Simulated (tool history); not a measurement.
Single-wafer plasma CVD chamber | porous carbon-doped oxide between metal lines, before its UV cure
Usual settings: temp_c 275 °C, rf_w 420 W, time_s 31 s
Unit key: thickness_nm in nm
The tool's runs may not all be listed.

run,day,temp_c,rf_w,time_s,"read-back reference wafer on the same gauge, thickness_nm",thickness_nm
1,0,275,420,31,194.942,177.386
# day 8.492: RF generator calibrated
# day 9.592: thermocouple changed; heater temperature recalibrated
2,11.696,275,420,31,193.09,176.471
3,14.746,275,420,31,193.223,176.159
4,16.417,275,420,31,192.532,176.226
5,20.392,275,360,31,192.561,156.419
6,22.767,275,360,31,192.381,155.856
7,24.583,275,360,31,192.303,157.221
# day 33.212: gauge calibrated
8,36.054,275,420,31,198.538,180.696
9,40.117,275,360,31,197.279,158.485
10,42.958,260,375,31,196.335,179.097
# day 44.642: showerhead replaced
11,45.492,281,485,25.9,196.016,160.077
# day 46.438: RF generator calibrated
12,48.696,289,455,36.3,195.324,202.216
# day 49.438: thermocouple changed; heater temperature recalibrated
13,52.288,286,340,36.6,194.682,167.62
14,55.208,286,490,25.7,194.415,154.013
15,57.892,275,420,31,193.991,176.393
16,59.9,275,420,32.7,193.869,185.036
17,63.921,275,350,31,193.198,153.066

Consider 5 possible next runs. They are alternatives, not a sequence: every one starts from the tool as it was left by run 17. What does each give?
A,63.938,275,420,25.6,?,?
B,63.938,288,390,31,?,?
C,63.938,279,420,34.9,?,?
D,63.938,275,390,31,?,?
E,63.938,275,475,34.4,?,?

run,"read-back reference wafer on the same gauge, thickness_nm",thickness_nm
A,193.63,145.925
B,193.63,154.646
C,193.63,192.673
D,193.63,166.259
E,193.63,212.191
Stripped of hidden state, with their random variation kept, the same runs would have yielded:
run,thickness_nm
A,150.019
B,158.984
C,198.078
D,170.923
E,218.143

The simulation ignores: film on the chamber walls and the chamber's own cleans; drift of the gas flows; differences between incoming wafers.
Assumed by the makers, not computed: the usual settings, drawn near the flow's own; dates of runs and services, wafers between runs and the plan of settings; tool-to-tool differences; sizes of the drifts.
